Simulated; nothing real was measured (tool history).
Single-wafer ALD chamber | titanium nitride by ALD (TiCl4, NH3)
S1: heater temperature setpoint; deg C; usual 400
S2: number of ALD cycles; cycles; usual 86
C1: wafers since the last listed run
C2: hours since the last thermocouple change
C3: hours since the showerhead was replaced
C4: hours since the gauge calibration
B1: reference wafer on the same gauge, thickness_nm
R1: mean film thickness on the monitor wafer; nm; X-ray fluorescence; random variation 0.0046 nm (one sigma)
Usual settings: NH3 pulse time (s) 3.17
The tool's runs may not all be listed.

Run 1, hour 0.0: usual settings; C1 0; C2 1207.2; C3 3123.5; C4 223.7; B1 1.549. Result: R1 1.819 nm.
Run 2, hour 7.3: usual settings; C1 22; C2 1214.5; C3 3130.8; C4 231.0; B1 1.547. Result: R1 1.817 nm.
Run 3, hour 23.8: usual settings; C1 51; C2 1231.0; C3 3147.3; C4 247.5; B1 1.547. Result: R1 1.809 nm.
Run 4, hour 33.0: usual settings; C1 28; C2 1240.2; C3 3156.5; C4 256.7; B1 1.545. Result: R1 1.814 nm.
Run 5, hour 41.8: usual settings; C1 27; C2 1249.0; C3 3165.3; C4 265.5; B1 1.545. Result: R1 1.818 nm.
Run 6, hour 69.0: usual settings but S2 92 cycles; C1 85; C2 1276.2; C3 3192.5; C4 292.7; B1 1.544. Result: R1 1.943 nm.
Run 7, hour 85.0: usual settings but S2 92 cycles; C1 50; C2 1292.2; C3 3208.5; C4 308.7; B1 1.545. Result: R1 1.935 nm.
Run 8, hour 91.1: usual settings but S2 92 cycles; C1 19; C2 1298.3; C3 3214.6; C4 314.8; B1 1.545. Result: R1 1.943 nm.
Run 9, hour 108.0: usual settings but S1 404 deg C; C1 53; C2 1315.2; C3 3231.5; C4 331.7; B1 1.543. Result: R1 1.813 nm.
Run 10, hour 118.0: usual settings but S1 404 deg C; C1 31; C2 1325.2; C3 3241.5; C4 341.7; B1 1.541. Result: R1 1.812 nm.
Run 11, hour 125.8: usual settings but S1 404 deg C; C1 24; C2 1333.0; C3 3249.3; C4 349.5; B1 1.542. Result: R1 1.812 nm.
Run 12, hour 142.7: usual settings; C1 53; C2 1349.9; C3 3266.2; C4 366.4; B1 1.543. Result: R1 1.811 nm.
Run 13, hour 155.8: usual settings; C1 41; C2 1363.0; C3 3279.3; C4 379.5; B1 1.540. Result: R1 1.801 nm.
Run 14, hour 163.7: usual settings; C1 24; C2 1370.9; C3 3287.2; C4 387.4; B1 1.539. Result: R1 1.806 nm.
Run 15, hour 178.7: usual settings; C1 47; C2 1385.9; C3 3302.2; C4 402.4; B1 1.539. Result: R1 1.805 nm.
At hour 201.5: gauge calibrated.
Run 16, hour 209.8: usual settings; C1 97; C2 1417.0; C3 3333.3; C4 8.3; B1 1.563. Result: R1 1.842 nm.
Run 17, hour 220.8: usual settings but S1 410 deg C; C1 34; C2 1428.0; C3 3344.3; C4 19.3; B1 1.561. Result: R1 1.837 nm.
Run 18, hour 231.3: usual settings but S1 410 deg C; C1 33; C2 1438.5; C3 3354.8; C4 29.8; B1 1.561. Result: R1 1.828 nm.
Run 19, hour 242.0: usual settings but S1 410 deg C, S2 74 cycles, NH3 pulse time (s) 2.42; C1 33; C2 1449.2; C3 3365.5; C4 40.5; B1 1.562. Result: R1 1.569 nm.
Run 20, hour 255.0: usual settings but S2 78 cycles, NH3 pulse time (s) 3.77; C1 40; C2 1462.2; C3 3378.5; C4 53.5; B1 1.561. Result: R1 1.672 nm.
Run 21, hour 270.5: usual settings but NH3 pulse time (s) 2.69; C1 48; C2 1477.7; C3 3394.0; C4 69.0; B1 1.561. Result: R1 1.815 nm.
Run 22, hour 282.1: usual settings; C1 36; C2 1489.3; C3 3405.6; C4 80.6; B1 1.561. Result: R1 1.825 nm.
At hour 308.8: showerhead replaced.
Run 23, hour 321.2: usual settings but S1 390 deg C, S2 96 cycles; C1 97; C2 1528.4; C3 12.4; C4 119.7; B1 1.558. Result: R1 2.017 nm.
Run 24, hour 327.7: usual settings but S1 412 deg C; C1 20; C2 1534.9; C3 18.9; C4 126.2; B1 1.559. Result: R1 1.838 nm.
Run 25, hour 339.4: usual settings but S2 94 cycles; C1 36; C2 1546.6; C3 30.6; C4 137.9; B1 1.558. Result: R1 2.009 nm.
Run 26, hour 350.8: usual settings but S1 408 deg C, S2 97 cycles, NH3 pulse time (s) 4.18; C1 35; C2 1558.0; C3 42.0; C4 149.3; B1 1.556. Result: R1 2.071 nm.
Run 27, hour 356.8: usual settings but S1 414 deg C, S2 80 cycles; C1 18; C2 1564.0; C3 48.0; C4 155.3; B1 1.558. Result: R1 1.703 nm.
At hour 375.4: thermocouple changed; heater temperature recalibrated.
Run 28, hour 375.9: usual settings but NH3 pulse time (s) 3.56; C1 34; C2 0.5; C3 67.1; C4 174.4; B1 1.554. Result: R1 1.832 nm.
Run 29, hour 380.6: usual settings but S1 415 deg C; C1 14; C2 5.2; C3 71.8; C4 179.1; B1 1.555. Result: R1 1.833 nm.
Run 30, hour 393.2: usual settings but S2 70 cycles, NH3 pulse time (s) 3.99; C1 39; C2 17.8; C3 84.4; C4 191.7; B1 1.556. Result: R1 1.495 nm.
Run 31, hour 411.0: usual settings but S1 408 deg C, S2 77 cycles, NH3 pulse time (s) 3.71; C1 55; C2 35.6; C3 102.2; C4 209.5; B1 1.555. Result: R1 1.640 nm.
Run 32, hour 419.7: usual settings; C1 27; C2 44.3; C3 110.9; C4 218.2; B1 1.553. Result: R1 1.828 nm.
Run 33, hour 433.2: usual settings but S2 78 cycles, NH3 pulse time (s) 3.77; C1 42; C2 57.8; C3 124.4; C4 231.7; B1 1.552. Result: R1 1.651 nm.
Run 34, hour 448.2: usual settings but S1 386 deg C, S2 102 cycles; C1 47; C2 72.8; C3 139.4; C4 246.7; B1 1.552. Result: R1 2.144 nm.
Run 35, hour 457.3: usual settings but S1 413 deg C, NH3 pulse time (s) 4.25; C1 28; C2 81.9; C3 148.5; C4 255.8; B1 1.550. Result: R1 1.834 nm.
Run 36, hour 504.2: usual settings but S2 92 cycles; C1 147; C2 128.8; C3 195.4; C4 302.7; B1 1.549. Result: R1 1.945 nm.
Run 37, hour 511.9: usual settings; C1 24; C2 136.5; C3 203.1; C4 310.4; B1 1.550. Result: R1 1.819 nm.

The same runs without the tool's hidden state, with the same run-to-run variation:
The hidden state here: wafer temperature above the value expected at the setpoint (K); gauge reads high (%).
run     R1
  1  1.833
  2  1.832
  3  1.824
  4  1.830
  5  1.834
  6  1.962
  7  1.955
  8  1.964
  9  1.833
 10  1.833
 11  1.834
 12  1.834
 13  1.824
 14  1.830
 15  1.830
 16  1.838
 17  1.833
 18  1.825
 19  1.566
 20  1.670
 21  1.814
 22  1.825
 23  2.019
 24  1.841
 25  2.013
 26  2.076
 27  1.707
 28  1.838
 29  1.838
 30  1.500
 31  1.646
 32  1.835
 33  1.659
 34  2.156
 35  1.844
 36  1.959
 37  1.832

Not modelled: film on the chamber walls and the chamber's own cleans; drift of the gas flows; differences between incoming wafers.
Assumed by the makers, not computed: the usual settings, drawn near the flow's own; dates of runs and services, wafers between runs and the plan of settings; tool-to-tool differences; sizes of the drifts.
